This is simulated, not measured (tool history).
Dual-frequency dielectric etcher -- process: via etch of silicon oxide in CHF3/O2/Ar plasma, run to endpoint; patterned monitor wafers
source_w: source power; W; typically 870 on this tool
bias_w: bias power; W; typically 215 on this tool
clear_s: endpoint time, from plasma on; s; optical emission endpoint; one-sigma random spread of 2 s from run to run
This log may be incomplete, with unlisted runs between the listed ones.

run   hour  source_w  bias_w  wafers since the last listed run  hours since the last wet clean  hours since the last source power generator calibration  hours since the last bias power generator calibration  hours since the last upper electrode change  incoming incoming film thickness, nm  clear_s
  1      0       780     186                                 0                             332                                                   1467.6                                                 4155.3                                       4168.7                                 711.7    347.5
  2   14.3       780     186                                60                           346.3                                                   1481.9                                                 4169.6                                         4183                                   715    345.1
  3   27.4       780     186                                55                           359.4                                                     1495                                                 4182.7                                       4196.1                                 711.6      342
  4   33.4       870     173                                25                           365.4                                                     1501                                                 4188.7                                       4202.1                                 709.7      344
  5   49.7       760     215                                68                           381.7                                                   1517.3                                                   4205                                       4218.4                                 708.4    332.9
  6   62.3       760     215                                53                           394.3                                                   1529.9                                                 4217.6                                         4231                                   703      333
  7     78       760     215                                66                             410                                                   1545.6                                                 4233.3                                       4246.7                                 715.4    341.3
  8     96       870     215                                75                             428                                                   1563.6                                                 4251.3                                       4264.7                                 716.7    328.9
  9  109.5       870     215                                56                           441.5                                                   1577.1                                                 4264.8                                       4278.2                                   715    325.1
       154  -- bias power generator calibrated
 10  154.5       920     215                               172                           486.5                                                   1622.1                                                    0.5                                       4323.2                                 717.2    327.9
     187.2  -- wet clean of the chamber
 11  187.7       920     215                                38                             0.5                                                   1655.3                                                   33.7                                       4356.4                                 717.6    304.3
 12  188.1       920     215                                 1                             0.9                                                   1655.7                                                   34.1                                       4356.8                                 714.2    300.9
 13  188.5      1020     172                                 1                             1.3                                                   1656.1                                                   34.5                                       4357.2                                 712.5    310.4
 14  199.8      1020     261                                47                            12.6                                                   1667.4                                                   45.8                                       4368.5                                   720    281.4
       211  -- source power generator calibrated
     229.1  -- upper electrode replaced, of another model than before
 15  229.6       930     198                                32                            42.4                                                     18.6                                                   75.6                                          0.5                                 711.9    308.7
 16    230       970     181                                 1                            42.8                                                       19                                                     76                                          0.9                                 714.5    314.7
 17  230.5       920     215                                 2                            43.3                                                     19.5                                                   76.5                                          1.4                                 712.4    301.4
 18  237.9      1010     265                                31                            50.7                                                     26.9                                                   83.9                                          8.8                                 717.5    268.6
 19  246.6      1040     237                                36                            59.4                                                     35.6                                                   92.6                                         17.5                                 714.2    273.5
 20    282       940     254                               149                            94.8                                                       71                                                    128                                         52.9                                 709.7    278.5
 21  297.8       990     249                                66                           110.6                                                     86.8                                                  143.8                                         68.7                                 716.3    273.8
 22    304       660     178                                26                           116.8                                                       93                                                    150                                         74.9                                 712.9    383.3
 23  315.7      1020     261                                49                           128.5                                                    104.7                                                  161.7                                         86.6                                   716    272.4
 24  324.8       870     200                                38                           137.6                                                    113.8                                                  170.8                                         95.7                                 713.4    327.3

5 options for the next run, each taken on its own from the tool as it stands now. Forecast them:
  A  325.3       870     267                                 2                           138.1                                                    114.3                                                  171.3                                         96.2                                 715.3        ?
  B  325.3       750     232                                 2                           138.1                                                    114.3                                                  171.3                                         96.2                                 715.3        ?
  C  325.3       870     239                                 2                           138.1                                                    114.3                                                  171.3                                         96.2                                 715.3        ?
  D  325.3       950     194                                 2                           138.1                                                    114.3                                                  171.3                                         96.2                                 715.3        ?
  E  325.3       970     164                                 2                           138.1                                                    114.3                                                  171.3                                         96.2                                 715.3        ?

run  clear_s
  A      288
  B    327.4
  C      302
  D    317.4
  E    337.9
The same runs, with their run-to-run variation unchanged, on a tool lacking any hidden condition would have given:
run  clear_s
  A    285.1
  B    324.1
  C    298.9
  D    314.2
  E    334.5
